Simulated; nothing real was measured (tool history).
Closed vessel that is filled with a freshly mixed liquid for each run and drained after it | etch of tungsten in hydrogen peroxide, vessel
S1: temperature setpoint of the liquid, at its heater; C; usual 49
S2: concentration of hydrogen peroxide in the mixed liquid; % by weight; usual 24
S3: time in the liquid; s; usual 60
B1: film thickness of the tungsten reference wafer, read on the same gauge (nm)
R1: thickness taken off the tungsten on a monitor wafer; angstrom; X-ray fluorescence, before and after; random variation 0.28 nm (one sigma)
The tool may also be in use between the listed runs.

run   hour    S1    S2  S3     B1     R1
  1      0    49    24  60     40  676.3
  2   13.2    49    24  60  39.98  675.6
  3   30.4    49    24  60  40.01  677.3
  4   36.5    49    24  35     40    392
  5   47.9    49    24  35  39.97  391.5
  6   62.1    49    24  60  39.99  669.5
  7   75.9    49    24  60  39.97  670.8
  8     82    49    24  60  39.97  668.7
  9   92.3    49    24  60  40.04  669.2
 10  108.6    49    24  60     40  674.5
 11  125.2    49  27.5  60  40.04  716.4
       137  -- new drum of peroxide connected
 12  137.8    49  27.5  60  39.99    713
 13  146.1    49  27.5  60  39.98  714.3
 14  154.3    49    24  60  40.01  667.2
       163  -- peroxide flow meter replaced
 15  169.1    42  21.5  30  39.97  201.3
 16  178.1  41.5  19.5  75  39.98  464.6
 17  189.3    42  21.5  30     40  201.3
     189.3  -- gauge calibrated
 18  203.9    49    22  60  39.97  635.5
 19    219    49    24  90  40.03  991.1
 20  230.9    49    24  60     40  661.3
 21  237.4    40  26.5  35  39.99  226.6
 22  243.8    53    30  60  40.02  948.9
     253.9  -- thermometer replaced
 23    258    40    24  60  39.96  412.8
 24  269.4    49    24  60  40.03  730.4
 25  279.4  40.5    24  60  40.01  425.7
 26  286.1    49    24  60  39.99    729
 27  301.3  40.5    28  50     40  382.5
 28  318.1    49    24  60     40  726.4
 29  328.9    49    24  60  40.03  725.4
 30  335.1    49  20.5  60  39.98  665.5

4 ways to go on from here, each from the tool as it stands after run 30. What would each give?
  A  335.8    49    24  60   ?   ?
  B  335.8  43.5  17.5  60   ?   ?
  C  335.8    49    24  85   ?   ?
  D  335.8    53  20.5  30   ?   ?

run     B1      R1
  A  39.97   726.2
  B  39.97   439.4
  C  39.97  1028.8
  D  39.97     428
Without the tool's hidden state the same runs would have given:
run     R1
  A  733.4
  B  443.9
  C   1039
  D  432.1
